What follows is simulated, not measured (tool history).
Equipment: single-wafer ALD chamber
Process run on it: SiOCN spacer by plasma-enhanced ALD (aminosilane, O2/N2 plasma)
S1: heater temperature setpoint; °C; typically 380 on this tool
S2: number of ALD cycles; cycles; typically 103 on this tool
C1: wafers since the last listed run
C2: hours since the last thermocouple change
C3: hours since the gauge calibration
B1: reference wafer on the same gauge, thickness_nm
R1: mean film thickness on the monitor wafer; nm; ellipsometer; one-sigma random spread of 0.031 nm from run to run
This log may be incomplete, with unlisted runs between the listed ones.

run 1 hour=0 | S1=370 S2=103 | C1=0 C2=802.8 C3=456.5 | B1=6.536 | R1=5.615
run 2 hour=28.4 | S1=380 S2=103 | C1=89 C2=831.2 C3=484.9 | B1=6.542 | R1=5.556
run 3 hour=76.4 | S1=380 S2=103 | C1=150 C2=879.2 C3=532.9 | B1=6.54 | R1=5.582
run 4 hour=127.1 | S1=384 S2=108 | C1=159 C2=929.9 C3=583.6 | B1=6.547 | R1=5.868
run 5 hour=160.5 | S1=384 S2=108 | C1=104 C2=963.3 C3=617 | B1=6.539 | R1=5.898
run 6 hour=188.9 | S1=384 S2=108 | C1=89 C2=991.7 C3=645.4 | B1=6.54 | R1=5.825
run 7 hour=347.7 | S1=380 S2=114 | C1=499 C2=1150.5 C3=804.2 | B1=6.549 | R1=6.15
run 8 hour=417.1 | S1=380 S2=114 | C1=218 C2=1219.9 C3=873.6 | B1=6.537 | R1=6.144
run 9 hour=477.6 | S1=380 S2=114 | C1=190 C2=1280.4 C3=934.1 | B1=6.544 | R1=6.132
run 10 hour=533.3 | S1=380 S2=112 | C1=175 C2=1336.1 C3=989.8 | B1=6.539 | R1=6.061
run 11 hour=565.5 | S1=380 S2=112 | C1=101 C2=1368.3 C3=1022 | B1=6.539 | R1=6.117
-- hour=574.9 thermocouple changed; heater temperature recalibrated
run 12 hour=604.6 | S1=380 S2=110 | C1=97 C2=29.7 C3=1061.1 | B1=6.546 | R1=5.939
run 13 hour=630.4 | S1=380 S2=110 | C1=81 C2=55.5 C3=1086.9 | B1=6.533 | R1=6.029
run 14 hour=671.3 | S1=380 S2=103 | C1=128 C2=96.4 C3=1127.8 | B1=6.538 | R1=5.622
-- hour=700 gauge calibrated
run 15 hour=710.5 | S1=380 S2=115 | C1=123 C2=135.6 C3=10.5 | B1=6.541 | R1=6.269
run 16 hour=747.5 | S1=380 S2=115 | C1=116 C2=172.6 C3=47.5 | B1=6.542 | R1=6.232
run 17 hour=816.3 | S1=380 S2=115 | C1=216 C2=241.4 C3=116.3 | B1=6.537 | R1=6.182
run 18 hour=879.9 | S1=380 S2=103 | C1=199 C2=305 C3=179.9 | B1=6.543 | R1=5.567
run 19 hour=947 | S1=380 S2=103 | C1=210 C2=372.1 C3=247 | B1=6.54 | R1=5.586
run 20 hour=981.7 | S1=380 S2=103 | C1=109 C2=406.8 C3=281.7 | B1=6.539 | R1=5.606
run 21 hour=1149.2 | S1=390 S2=112 | C1=526 C2=574.3 C3=449.2 | B1=6.538 | R1=6.03
run 22 hour=1198.7 | S1=380 S2=117 | C1=155 C2=623.8 C3=498.7 | B1=6.533 | R1=6.323
run 23 hour=1239.6 | S1=371 S2=103 | C1=128 C2=664.7 C3=539.6 | B1=6.544 | R1=5.588
run 24 hour=1265.9 | S1=369 S2=89 | C1=82 C2=691 C3=565.9 | B1=6.54 | R1=4.865
run 25 hour=1325.8 | S1=394 S2=103 | C1=188 C2=750.9 C3=625.8 | B1=6.537 | R1=5.534
run 26 hour=1387 | S1=369 S2=88 | C1=192 C2=812.1 C3=687 | B1=6.54 | R1=4.731
run 27 hour=1432.7 | S1=380 S2=103 | C1=143 C2=857.8 C3=732.7 | B1=6.545 | R1=5.542
run 28 hour=1461 | S1=366 S2=89 | C1=88 C2=886.1 C3=761 | B1=6.536 | R1=4.864
run 29 hour=1519.8 | S1=380 S2=103 | C1=184 C2=944.9 C3=819.8 | B1=6.541 | R1=5.616
run 30 hour=1569.5 | S1=380 S2=103 | C1=156 C2=994.6 C3=869.5 | B1=6.54 | R1=5.536
run 31 hour=1593.6 | S1=380 S2=103 | C1=75 C2=1018.7 C3=893.6 | B1=6.54 | R1=5.593
run 32 hour=1625.6 | S1=373 S2=91 | C1=100 C2=1050.7 C3=925.6 | B1=6.54 | R1=4.913
run 33 hour=1691.7 | S1=394 S2=123 | C1=207 C2=1116.8 C3=991.7 | B1=6.539 | R1=6.759
run 34 hour=1723.9 | S1=388 S2=108 | C1=101 C2=1149 C3=1023.9 | B1=6.539 | R1=5.906
run 35 hour=1753.9 | S1=392 S2=110 | C1=94 C2=1179 C3=1053.9 | B1=6.538 | R1=5.919
run 36 hour=1799.7 | S1=372 S2=95 | C1=143 C2=1224.8 C3=1099.7 | B1=6.542 | R1=5.122
run 37 hour=1851.8 | S1=386 S2=114 | C1=163 C2=1276.9 C3=1151.8 | B1=6.542 | R1=6.183
run 38 hour=1889.7 | S1=380 S2=103 | C1=119 C2=1314.8 C3=1189.7 | B1=6.536 | R1=5.577
-- hour=1931 thermocouple changed; heater temperature recalibrated
run 39 hour=1931.5 | S1=380 S2=103 | C1=106 C2=0.5 C3=1231.5 | B1=6.538 | R1=5.639
run 40 hour=1953.2 | S1=380 S2=103 | C1=68 C2=22.2 C3=1253.2 | B1=6.542 | R1=5.608
run 41 hour=2005.1 | S1=380 S2=103 | C1=163 C2=74.1 C3=1305.1 | B1=6.538 | R1=5.604
run 42 hour=2050.1 | S1=394 S2=93 | C1=141 C2=119.1 C3=1350.1 | B1=6.539 | R1=5.052
run 43 hour=2080.2 | S1=380 S2=103 | C1=94 C2=149.2 C3=1380.2 | B1=6.538 | R1=5.618
run 44 hour=2120.3 | S1=391 S2=117 | C1=126 C2=189.3 C3=1420.3 | B1=6.531 | R1=6.33
-- hour=2147.8 gauge calibrated
run 45 hour=2159.2 | S1=393 S2=84 | C1=122 C2=228.2 C3=11.4 | B1=6.542 | R1=4.551
run 46 hour=2185.5 | S1=374 S2=103 | C1=82 C2=254.5 C3=37.7 | B1=6.541 | R1=5.588

Exercise: give the hidden state of the tool at every run:
wafer temperature above the value expected at the setpoint (K): 0 in every run
gauge reads high (%): 0 in every run

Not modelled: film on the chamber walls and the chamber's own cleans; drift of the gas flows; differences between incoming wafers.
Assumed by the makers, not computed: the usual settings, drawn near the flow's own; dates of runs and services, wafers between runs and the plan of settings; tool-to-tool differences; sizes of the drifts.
